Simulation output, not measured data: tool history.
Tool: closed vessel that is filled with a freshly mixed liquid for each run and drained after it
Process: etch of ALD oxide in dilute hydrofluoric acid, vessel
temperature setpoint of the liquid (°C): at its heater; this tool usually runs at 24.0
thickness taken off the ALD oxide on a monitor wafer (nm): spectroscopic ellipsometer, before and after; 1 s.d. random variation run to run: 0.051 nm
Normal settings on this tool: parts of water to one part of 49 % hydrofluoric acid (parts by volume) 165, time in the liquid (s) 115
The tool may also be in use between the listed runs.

run    hour  temperature setpoint of the liquid (°C)  parts of water to one part of 49 % hydrofluoric acid (parts by volume)  time in the liquid (s)  read-back film thickness of the ALD oxide reference wafer, read on the same gauge (nm)  thickness taken off the ALD oxide on a monitor wafer (nm)
  1     0.0                                     24.0                                                                     165                     115                                                                                  140.00                                                       7.41
  2    49.7                                     24.0                                                                     165                     115                                                                                  140.00                                                       7.39
  3   112.5                                     24.0                                                                     165                      80                                                                                  139.98                                                       5.08
  4   172.7                                     24.0                                                                     165                     115                                                                                  140.00                                                       7.38
  5   231.7                                     24.0                                                                     165                     115                                                                                  140.03                                                       7.28
  6   296.0                                     24.0                                                                     165                     115                                                                                  139.98                                                       7.34
  7   359.3                                     24.0                                                                     165                     115                                                                                  140.01                                                       7.43
  8   426.6                                     24.0                                                                     165                     115                                                                                  139.98                                                       7.44
  9   497.4                                     24.0                                                                     165                     115                                                                                  139.99                                                       7.55
 10   535.8                                     20.0                                                                     165                     115                                                                                  140.00                                                       6.38
 11   570.4                                     20.0                                                                     165                     115                                                                                  140.03                                                       6.51
 12   605.2                                     20.0                                                                     165                     115                                                                                  139.97                                                       6.46
 13   653.7                                     24.0                                                                     165                     115                                                                                  140.01                                                       7.54
      685.3  -- hydrofluoric acid flow meter replaced
 14   696.5                                     24.0                                                                     165                     115                                                                                  140.03                                                       7.48
 15   724.9                                     24.0                                                                     165                     115                                                                                  139.99                                                       7.42
 16   764.9                                     20.5                                                                     135                     115                                                                                  139.97                                                       8.35
 17   834.6                                     19.5                                                                      95                      95                                                                                  140.00                                                       9.77
 18   881.9                                     24.0                                                                     165                     115                                                                                  140.02                                                       7.51
 19   914.0                                     29.0                                                                     240                     135                                                                                  140.03                                                       6.66
 20   953.5                                     24.0                                                                     190                     115                                                                                  139.97                                                       6.31
      969.5  -- thermometer replaced
      972.1  -- gauge calibrated
 21   993.6                                     29.0                                                                     140                      45                                                                                  139.94                                                       4.47
 22  1024.5                                     24.0                                                                     165                     115                                                                                  140.00                                                       7.98
 23  1125.8                                     26.5                                                                     165                     140                                                                                  139.99                                                      10.65
 24  1179.9                                     24.0                                                                     165                     115                                                                                  139.99                                                       7.87
 25  1241.9                                     20.5                                                                     165                      65                                                                                  139.97                                                       3.93
 26  1307.5                                     24.0                                                                     165                     115                                                                                  139.99                                                       7.94
     1321.5  -- thermometer replaced, repeated, since the last time left the tool worse
 27  1349.1                                     24.0                                                                     225                      85                                                                                  140.02                                                       3.60
 28  1401.5                                     26.0                                                                     120                      90                                                                                  139.97                                                       8.73
 29  1470.1                                     19.0                                                                      95                     175                                                                                  140.01                                                      16.68
 30  1503.0                                     22.5                                                                     185                     115                                                                                  140.01                                                       5.88
 31  1534.0                                     24.0                                                                     245                     115                                                                                  140.00                                                       4.42

Results for each run, recomputed without the tool's hidden state and with each run's random variation untouched:
Hidden state present: liquid hotter than its thermometer reads (K); hydrofluoric acid flow below the setpoint (%); gauge reads high (%).
run  thickness taken off the ALD oxide on a monitor wafer (nm)
  1                                                       7.12
  2                                                       7.09
  3                                                       4.87
  4                                                       7.05
  5                                                       6.94
  6                                                       7.00
  7                                                       7.07
  8                                                       7.06
  9                                                       7.15
 10                                                       6.02
 11                                                       6.14
 12                                                       6.08
 13                                                       7.11
 14                                                       7.05
 15                                                       6.98
 16                                                       7.82
 17                                                       9.10
 18                                                       7.04
 19                                                       6.28
 20                                                       5.91
 21                                                       4.01
 22                                                       7.13
 23                                                       9.52
 24                                                       7.00
 25                                                       3.48
 26                                                       7.03
 27                                                       3.58
 28                                                       8.67
 29                                                      16.50
 30                                                       5.82
 31                                                       4.38
